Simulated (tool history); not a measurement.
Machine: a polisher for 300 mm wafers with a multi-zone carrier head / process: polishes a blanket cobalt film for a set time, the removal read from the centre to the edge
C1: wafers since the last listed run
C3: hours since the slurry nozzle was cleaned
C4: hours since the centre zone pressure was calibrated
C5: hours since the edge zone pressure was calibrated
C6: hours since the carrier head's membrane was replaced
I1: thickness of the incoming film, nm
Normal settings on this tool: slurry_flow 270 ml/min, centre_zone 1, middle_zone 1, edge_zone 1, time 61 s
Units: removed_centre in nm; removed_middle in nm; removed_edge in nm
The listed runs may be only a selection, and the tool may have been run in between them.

run 1 hour=0 | slurry_flow=175 centre_zone=0.96 middle_zone=1.07 edge_zone=1.1 time=61 | C1=0 wafers_polished_on_this_pad=2302 C3=104.2 C4=260 C5=505.2 C6=1352.6 | I1=1228.8 | removed_centre=297.1 removed_middle=307.4 removed_edge=310.7
run 2 hour=19.6 | slurry_flow=270 centre_zone=1.05 middle_zone=1 edge_zone=1 time=61 | C1=234 wafers_polished_on_this_pad=2536 C3=123.8 C4=279.6 C5=524.8 C6=1372.2 | I1=1196.2 | removed_centre=329.3 removed_middle=310.4 removed_edge=302.9
run 3 hour=35.8 | slurry_flow=340 centre_zone=1.04 middle_zone=1.08 edge_zone=1 time=79 | C1=193 wafers_polished_on_this_pad=2730 C3=140 C4=295.8 C5=541 C6=1388.4 | I1=1210.2 | removed_centre=426.7 removed_middle=424.2 removed_edge=393.9
-- hour=55.2 centre zone pressure recalibrated
run 4 hour=56.1 | slurry_flow=190 centre_zone=0.97 middle_zone=1 edge_zone=1.05 time=61 | C1=218 wafers_polished_on_this_pad=2949 C3=160.3 C4=0.9 C5=561.3 C6=1408.7 | I1=1216.8 | removed_centre=293.1 removed_middle=294.5 removed_edge=298
-- hour=71.8 edge zone pressure recalibrated
-- hour=80 worn pad replaced by a new one
run 5 hour=80.5 | slurry_flow=270 centre_zone=1 middle_zone=1.06 edge_zone=1 time=45 | C1=219 wafers_polished_on_this_pad=6 C3=184.7 C4=25.3 C5=8.7 C6=1433.1 | I1=1201.5 | removed_centre=247.7 removed_middle=256.5 removed_edge=234.9
run 6 hour=104.2 | slurry_flow=270 centre_zone=1 middle_zone=1 edge_zone=1 time=61 | C1=283 wafers_polished_on_this_pad=289 C3=208.4 C4=49 C5=32.4 C6=1456.8 | I1=1197.6 | removed_centre=343.6 removed_middle=322 removed_edge=319.6
-- hour=112.3 carrier head's membrane replaced by a new one
run 7 hour=128.9 | slurry_flow=360 centre_zone=1.1 middle_zone=1 edge_zone=0.92 time=48 | C1=235 wafers_polished_on_this_pad=524 C3=233.1 C4=73.7 C5=57.1 C6=16.6 | I1=1232.7 | removed_centre=288.2 removed_middle=262.3 removed_edge=242.3
run 8 hour=161.4 | slurry_flow=325 centre_zone=1 middle_zone=1.04 edge_zone=1 time=61 | C1=388 wafers_polished_on_this_pad=913 C3=265.6 C4=106.2 C5=89.6 C6=49.1 | I1=1204.4 | removed_centre=331.5 removed_middle=339.9 removed_edge=319.2
run 9 hour=187.4 | slurry_flow=270 centre_zone=1 middle_zone=1 edge_zone=1 time=61 | C1=310 wafers_polished_on_this_pad=1224 C3=291.6 C4=132.2 C5=115.6 C6=75.1 | I1=1203.7 | removed_centre=329.1 removed_middle=317.6 removed_edge=312.7
run 10 hour=199.6 | slurry_flow=365 centre_zone=1.04 middle_zone=1 edge_zone=0.91 time=61 | C1=145 wafers_polished_on_this_pad=1369 C3=303.8 C4=144.4 C5=127.8 C6=87.3 | I1=1198.1 | removed_centre=343.6 removed_middle=331.9 removed_edge=303.2
run 11 hour=222.8 | slurry_flow=205 centre_zone=1 middle_zone=1 edge_zone=0.9 time=51 | C1=277 wafers_polished_on_this_pad=1647 C3=327 C4=167.6 C5=151 C6=110.5 | I1=1199 | removed_centre=257.1 removed_middle=259.1 removed_edge=239.2
run 12 hour=251.9 | slurry_flow=270 centre_zone=1.04 middle_zone=1 edge_zone=0.91 time=61 | C1=347 wafers_polished_on_this_pad=1994 C3=356.1 C4=196.7 C5=180.1 C6=139.6 | I1=1219.5 | removed_centre=334.1 removed_middle=318.5 removed_edge=297.2
run 13 hour=264.5 | slurry_flow=270 centre_zone=1 middle_zone=1 edge_zone=1.06 time=61 | C1=150 wafers_polished_on_this_pad=2145 C3=368.7 C4=209.3 C5=192.7 C6=152.2 | I1=1205.2 | removed_centre=314.6 removed_middle=307.8 removed_edge=315.2
run 14 hour=284.1 | slurry_flow=270 centre_zone=1 middle_zone=1.08 edge_zone=1 time=61 | C1=234 wafers_polished_on_this_pad=2379 C3=388.3 C4=228.9 C5=212.3 C6=171.8 | I1=1208.1 | removed_centre=311.5 removed_middle=327.2 removed_edge=300.8
-- hour=300.3 worn pad replaced by a new one
run 15 hour=313.3 | slurry_flow=355 centre_zone=0.94 middle_zone=1 edge_zone=1 time=61 | C1=301 wafers_polished_on_this_pad=155 C3=417.5 C4=258.1 C5=241.5 C6=201 | I1=1203.1 | removed_centre=327.6 removed_middle=333.4 removed_edge=329.9
run 16 hour=347.6 | slurry_flow=270 centre_zone=1 middle_zone=1 edge_zone=1 time=61 | C1=409 wafers_polished_on_this_pad=564 C3=451.8 C4=292.4 C5=275.8 C6=235.3 | I1=1221.8 | removed_centre=331.9 removed_middle=324.3 removed_edge=317.9
run 17 hour=368.8 | slurry_flow=305 centre_zone=1 middle_zone=1 edge_zone=1.06 time=61 | C1=253 wafers_polished_on_this_pad=818 C3=473 C4=313.6 C5=297 C6=256.5 | I1=1215.9 | removed_centre=333.6 removed_middle=326 removed_edge=327
-- hour=401 centre zone pressure recalibrated
run 18 hour=402.8 | slurry_flow=270 centre_zone=1 middle_zone=1 edge_zone=1 time=61 | C1=382 wafers_polished_on_this_pad=1200 C3=507 C4=1.8 C5=331 C6=290.5 | I1=1200.2 | removed_centre=326.2 removed_middle=310.5 removed_edge=313.7
-- hour=430.4 slurry nozzle cleaned
run 19 hour=437.2 | slurry_flow=270 centre_zone=1 middle_zone=0.91 edge_zone=1 time=61 | C1=399 wafers_polished_on_this_pad=1599 C3=6.8 C4=36.2 C5=365.4 C6=324.9 | I1=1222.4 | removed_centre=325.5 removed_middle=290.1 removed_edge=312.2
run 20 hour=468.4 | slurry_flow=305 centre_zone=1 middle_zone=1 edge_zone=1 time=61 | C1=372 wafers_polished_on_this_pad=1972 C3=38 C4=67.4 C5=396.6 C6=356.1 | I1=1219.6 | removed_centre=331 removed_middle=323.2 removed_edge=308.9
run 21 hour=495.6 | slurry_flow=270 centre_zone=0.96 middle_zone=1.03 edge_zone=1.08 time=76 | C1=325 wafers_polished_on_this_pad=2297 C3=65.2 C4=94.6 C5=423.8 C6=383.3 | I1=1213.5 | removed_centre=381.5 removed_middle=391.1 removed_edge=394.2
-- hour=513.5 worn pad replaced by a new one
run 22 hour=525.1 | slurry_flow=175 centre_zone=0.96 middle_zone=1.07 edge_zone=1.1 time=61 | C1=304 wafers_polished_on_this_pad=138 C3=94.7 C4=124.1 C5=453.3 C6=412.8 | I1=1209.1 | removed_centre=309.1 removed_middle=329.1 removed_edge=326.8

Hidden condition of the tool, last listed run before each entry between runs versus first listed run after:
Runs 3 to 4: centre zone pressure recalibrated (hour 55.2)
  removal rate lost through wear of the pad, %: 6.66 -> 7.23
  measured less the result without the state, removed_centre: -30.4 -> -22.9 nm; removed_middle: -30.3 -> -22.9 nm; removed_edge: -28.1 -> -23.2 nm
Runs 4 to 5: edge zone pressure recalibrated (hour 71.8); worn pad replaced by a new one (hour 80)
  removal rate lost through wear of the pad, %: 7.23 -> 0.344
  measured less the result without the state, removed_centre: -22.9 -> -0.8 nm; removed_middle: -22.9 -> -0.9 nm; removed_edge: -23.2 -> -0.8 nm
Runs 6 to 7: carrier head's membrane replaced by a new one (hour 112.3)
  removal rate lost through wear of the pad, %: 1.01 -> 1.7
  measured less the result without the state, removed_centre: -3.5 -> -5 nm; removed_middle: -3.3 -> -4.5 nm; removed_edge: -3.3 -> -4.2 nm
Runs 14 to 15: worn pad replaced by a new one (hour 300.3)
  removal rate lost through wear of the pad, %: 6.07 -> 0.466
  measured less the result without the state, removed_centre: -20.2 -> -1.5 nm; removed_middle: -21.1 -> -1.6 nm; removed_edge: -19.4 -> -1.6 nm
Runs 17 to 18: centre zone pressure recalibrated (hour 401)
  removal rate lost through wear of the pad, %: 2.03 -> 2.98
  measured less the result without the state, removed_centre: -6.9 -> -10 nm; removed_middle: -6.8 -> -9.5 nm; removed_edge: -6.7 -> -9.7 nm
Runs 18 to 19: slurry nozzle cleaned (hour 430.4)
  removal rate lost through wear of the pad, %: 2.98 -> 3.95
  measured less the result without the state, removed_centre: -10 -> -13.4 nm; removed_middle: -9.5 -> -11.9 nm; removed_edge: -9.7 -> -12.9 nm
Runs 21 to 22: worn pad replaced by a new one (hour 513.5)
  removal rate lost through wear of the pad, %: 5.59 -> 0.492
  measured less the result without the state, removed_centre: -22.6 -> -1.5 nm; removed_middle: -23.2 -> -1.6 nm; removed_edge: -23.3 -> -1.6 nm
